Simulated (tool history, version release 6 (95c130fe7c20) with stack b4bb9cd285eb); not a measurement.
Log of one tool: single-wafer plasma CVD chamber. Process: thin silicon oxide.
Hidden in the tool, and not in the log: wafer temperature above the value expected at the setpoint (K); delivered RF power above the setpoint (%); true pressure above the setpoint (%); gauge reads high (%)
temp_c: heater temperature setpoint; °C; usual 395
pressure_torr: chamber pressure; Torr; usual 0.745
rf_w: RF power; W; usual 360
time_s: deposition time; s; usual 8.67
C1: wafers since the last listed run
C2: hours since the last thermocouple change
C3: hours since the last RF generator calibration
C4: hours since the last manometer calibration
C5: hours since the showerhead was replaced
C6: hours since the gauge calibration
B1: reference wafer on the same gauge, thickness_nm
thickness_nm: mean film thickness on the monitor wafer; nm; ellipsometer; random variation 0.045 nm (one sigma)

run 1 hour=0.0 | temp_c=395 pressure_torr=0.745 rf_w=360 time_s=8.67 | C1=0 C2=382.9 C3=1034.7 C4=2059.7 C5=1266.9 C6=929.7 | B1=13.297 | thickness_nm=16.066
run 2 hour=52.0 | temp_c=395 pressure_torr=0.745 rf_w=360 time_s=8.67 | C1=1777 C2=434.9 C3=1086.7 C4=2111.7 C5=1318.9 C6=981.7 | B1=13.297 | thickness_nm=15.980
run 3 hour=316.0 | temp_c=395 pressure_torr=0.745 rf_w=360 time_s=8.67 | C1=9022 C2=698.9 C3=1350.7 C4=2375.7 C5=1582.9 C6=1245.7 | B1=13.277 | thickness_nm=16.028
run 4 hour=402.1 | temp_c=395 pressure_torr=0.745 rf_w=360 time_s=8.67 | C1=2942 C2=785.0 C3=1436.8 C4=2461.8 C5=1669.0 C6=1331.8 | B1=13.300 | thickness_nm=16.059
run 5 hour=493.6 | temp_c=395 pressure_torr=0.745 rf_w=360 time_s=8.67 | C1=3127 C2=876.5 C3=1528.3 C4=2553.3 C5=1760.5 C6=1423.3 | B1=13.303 | thickness_nm=16.077
run 6 hour=542.1 | temp_c=395 pressure_torr=0.793 rf_w=360 time_s=8.67 | C1=1657 C2=925.0 C3=1576.8 C4=2601.8 C5=1809.0 C6=1471.8 | B1=13.290 | thickness_nm=16.903
-- hour=587.1 capacitance manometer re-zeroed and calibrated
run 7 hour=587.8 | temp_c=395 pressure_torr=0.745 rf_w=360 time_s=8.67 | C1=1288 C2=970.7 C3=1622.5 C4=0.7 C5=1854.7 C6=1517.5 | B1=13.294 | thickness_nm=15.690
-- hour=597.9 gauge calibrated
run 8 hour=652.9 | temp_c=395 pressure_torr=0.745 rf_w=360 time_s=8.67 | C1=2224 C2=1035.8 C3=1687.6 C4=65.8 C5=1919.8 C6=55.0 | B1=13.300 | thickness_nm=15.733
-- hour=705.7 RF generator calibrated
run 9 hour=714.7 | temp_c=395 pressure_torr=0.745 rf_w=360 time_s=8.67 | C1=1838 C2=1097.6 C3=9.0 C4=127.6 C5=1981.6 C6=116.8 | B1=13.288 | thickness_nm=15.971
run 10 hour=802.1 | temp_c=395 pressure_torr=0.745 rf_w=360 time_s=8.67 | C1=2987 C2=1185.0 C3=96.4 C4=215.0 C5=2069.0 C6=204.2 | B1=13.295 | thickness_nm=15.999
run 11 hour=856.3 | temp_c=395 pressure_torr=0.745 rf_w=360 time_s=8.67 | C1=1852 C2=1239.2 C3=150.6 C4=269.2 C5=2123.2 C6=258.4 | B1=13.281 | thickness_nm=15.936
run 12 hour=894.1 | temp_c=395 pressure_torr=0.745 rf_w=360 time_s=8.67 | C1=1291 C2=1277.0 C3=188.4 C4=307.0 C5=2161.0 C6=296.2 | B1=13.302 | thickness_nm=15.977
-- hour=975.1 thermocouple changed; heater temperature recalibrated
run 13 hour=989.0 | temp_c=395 pressure_torr=0.745 rf_w=360 time_s=8.67 | C1=2970 C2=13.9 C3=283.3 C4=401.9 C5=2255.9 C6=391.1 | B1=13.308 | thickness_nm=15.980
run 14 hour=1032.2 | temp_c=395 pressure_torr=0.678 rf_w=300 time_s=8.67 | C1=1476 C2=57.1 C3=326.5 C4=445.1 C5=2299.1 C6=434.3 | B1=13.294 | thickness_nm=13.536
run 15 hour=1121.6 | temp_c=395 pressure_torr=0.745 rf_w=360 time_s=8.67 | C1=3055 C2=146.5 C3=415.9 C4=534.5 C5=2388.5 C6=523.7 | B1=13.307 | thickness_nm=16.115
run 16 hour=1188.3 | temp_c=395 pressure_torr=0.745 rf_w=360 time_s=8.67 | C1=2279 C2=213.2 C3=482.6 C4=601.2 C5=2455.2 C6=590.4 | B1=13.305 | thickness_nm=16.004
run 17 hour=1283.7 | temp_c=395 pressure_torr=0.745 rf_w=360 time_s=7.52 | C1=3260 C2=308.6 C3=578.0 C4=696.6 C5=2550.6 C6=685.8 | B1=13.297 | thickness_nm=13.929
run 18 hour=1341.0 | temp_c=387 pressure_torr=0.745 rf_w=305 time_s=8.67 | C1=1958 C2=365.9 C3=635.3 C4=753.9 C5=2607.9 C6=743.1 | B1=13.302 | thickness_nm=14.881
run 19 hour=1396.0 | temp_c=395 pressure_torr=0.745 rf_w=360 time_s=8.67 | C1=1879 C2=420.9 C3=690.3 C4=808.9 C5=2662.9 C6=798.1 | B1=13.300 | thickness_nm=16.038
-- hour=1466.5 showerhead replaced
run 20 hour=1486.3 | temp_c=386 pressure_torr=0.745 rf_w=360 time_s=9.71 | C1=2812 C2=511.2 C3=780.6 C4=899.2 C5=19.8 C6=888.4 | B1=13.290 | thickness_nm=18.112
run 21 hour=1592.6 | temp_c=395 pressure_torr=0.745 rf_w=360 time_s=7.54 | C1=3633 C2=617.5 C3=886.9 C4=1005.5 C5=126.1 C6=994.7 | B1=13.308 | thickness_nm=14.011
run 22 hour=1664.3 | temp_c=395 pressure_torr=0.889 rf_w=415 time_s=9.70 | C1=2450 C2=689.2 C3=958.6 C4=1077.2 C5=197.8 C6=1066.4 | B1=13.300 | thickness_nm=21.718
run 23 hour=1731.5 | temp_c=408 pressure_torr=0.698 rf_w=320 time_s=7.22 | C1=2296 C2=756.4 C3=1025.8 C4=1144.4 C5=265.0 C6=1133.6 | B1=13.286 | thickness_nm=11.934
run 24 hour=1824.6 | temp_c=395 pressure_torr=0.924 rf_w=325 time_s=8.67 | C1=3181 C2=849.5 C3=1118.9 C4=1237.5 C5=358.1 C6=1226.7 | B1=13.314 | thickness_nm=18.040
run 25 hour=1894.1 | temp_c=400 pressure_torr=0.658 rf_w=360 time_s=8.14 | C1=2375 C2=919.0 C3=1188.4 C4=1307.0 C5=427.6 C6=1296.2 | B1=13.299 | thickness_nm=13.507

5 ways to go on from here, each from the tool as it stands after run 25. What would each give?
run A hour=1894.5 | temp_c=395 pressure_torr=0.745 rf_w=300 time_s=8.67 | C1=13 C2=919.4 C3=1188.8 C4=1307.4 C5=428.0 C6=1296.6 | B1=? | thickness_nm=?
run B hour=1894.5 | temp_c=395 pressure_torr=0.652 rf_w=410 time_s=8.67 | C1=13 C2=919.4 C3=1188.8 C4=1307.4 C5=428.0 C6=1296.6 | B1=? | thickness_nm=?
run C hour=1894.5 | temp_c=395 pressure_torr=0.693 rf_w=340 time_s=8.67 | C1=13 C2=919.4 C3=1188.8 C4=1307.4 C5=428.0 C6=1296.6 | B1=? | thickness_nm=?
run D hour=1894.5 | temp_c=384 pressure_torr=0.745 rf_w=300 time_s=8.67 | C1=13 C2=919.4 C3=1188.8 C4=1307.4 C5=428.0 C6=1296.6 | B1=? | thickness_nm=?
run E hour=1894.5 | temp_c=407 pressure_torr=0.812 rf_w=300 time_s=8.15 | C1=13 C2=919.4 C3=1188.8 C4=1307.4 C5=428.0 C6=1296.6 | B1=? | thickness_nm=?

run=A B1=13.293 thickness_nm=14.815
run=B B1=13.293 thickness_nm=15.198
run=C B1=13.293 thickness_nm=14.785
run=D B1=13.293 thickness_nm=14.910
run=E B1=13.293 thickness_nm=14.812
Without the tool's hidden state the same runs would have given:
run=A thickness_nm=14.750
run=B thickness_nm=15.086
run=C thickness_nm=14.700
run=D thickness_nm=14.845
run=E thickness_nm=14.755
